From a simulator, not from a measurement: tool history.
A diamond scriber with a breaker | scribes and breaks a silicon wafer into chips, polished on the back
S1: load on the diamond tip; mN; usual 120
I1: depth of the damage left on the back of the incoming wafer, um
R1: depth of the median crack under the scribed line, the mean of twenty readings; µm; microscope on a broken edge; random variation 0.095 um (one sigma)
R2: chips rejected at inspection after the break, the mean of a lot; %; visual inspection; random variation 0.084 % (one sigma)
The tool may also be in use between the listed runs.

run 1 hour=0.0 | S1=110 | I1=0.03 | R1=7.76 R2=1.85
run 2 hour=20.7 | S1=110 | I1=0.03 | R1=7.69 R2=2.08
run 3 hour=37.7 | S1=120 | I1=0.02 | R1=8.04 R2=1.36
run 4 hour=62.3 | S1=120 | I1=0.05 | R1=8.16 R2=1.41
run 5 hour=78.8 | S1=145 | I1=0.05 | R1=8.67 R2=3.35
run 6 hour=108.2 | S1=128 | I1=0.03 | R1=8.10 R2=1.46
run 7 hour=134.9 | S1=128 | I1=0.02 | R1=8.15 R2=1.46
run 8 hour=160.7 | S1=132 | I1=0.02 | R1=8.40 R2=1.74
run 9 hour=193.5 | S1=132 | I1=0.05 | R1=8.38 R2=1.67
run 10 hour=223.9 | S1=132 | I1=0.03 | R1=8.34 R2=1.78
run 11 hour=246.3 | S1=120 | I1=0.02 | R1=7.88 R2=1.50
run 12 hour=267.7 | S1=120 | I1=0.02 | R1=8.00 R2=1.55
run 13 hour=302.1 | S1=120 | I1=0.02 | R1=7.78 R2=1.73
run 14 hour=322.6 | S1=120 | I1=0.03 | R1=7.84 R2=1.88
run 15 hour=344.5 | S1=120 | I1=0.02 | R1=7.88 R2=1.73
run 16 hour=366.1 | S1=89 | I1=0.04 | R1=6.96 R2=8.80
run 17 hour=401.4 | S1=104 | I1=0.03 | R1=7.36 R2=4.88
run 18 hour=423.0 | S1=131 | I1=0.01 | R1=8.08 R2=1.47
run 19 hour=436.8 | S1=139 | I1=0.05 | R1=8.24 R2=1.49
run 20 hour=468.8 | S1=120 | I1=0.01 | R1=7.63 R2=2.41
-- hour=487.1 load on the tip recalibrated
run 21 hour=570.2 | S1=150 | I1=0.02 | R1=8.30 R2=1.52
-- hour=590.8 diamond tip replaced by a new one
run 22 hour=602.3 | S1=120 | I1=0.04 | R1=8.07 R2=1.41
run 23 hour=637.3 | S1=98 | I1=0.03 | R1=7.52 R2=4.19
run 24 hour=679.1 | S1=120 | I1=0.04 | R1=8.12 R2=1.35
run 25 hour=706.1 | S1=143 | I1=0.03 | R1=8.79 R2=2.92
run 26 hour=719.4 | S1=120 | I1=0.04 | R1=8.07 R2=1.27
run 27 hour=791.4 | S1=88 | I1=0.02 | R1=7.13 R2=7.30
run 28 hour=821.7 | S1=136 | I1=0.03 | R1=8.47 R2=2.00
run 29 hour=841.4 | S1=141 | I1=0.02 | R1=8.52 R2=2.31
run 30 hour=859.3 | S1=153 | I1=0.03 | R1=8.98 R2=3.85

3 ways to go on from here, each from the tool as it stands after run 30. What would each give?
run A hour=859.9 | S1=107 | I1=0.02 | R1=? R2=?
run B hour=859.9 | S1=103 | I1=0.02 | R1=? R2=?
run C hour=859.9 | S1=155 | I1=0.02 | R1=? R2=?

run=A R1=7.57 R2=2.97
run=B R1=7.46 R2=3.73
run=C R1=8.85 R2=4.63
Without the tool's hidden state the same runs would have given:
run=A R1=7.70 R2=2.27
run=B R1=7.59 R2=2.85
run=C R1=9.00 R2=5.89
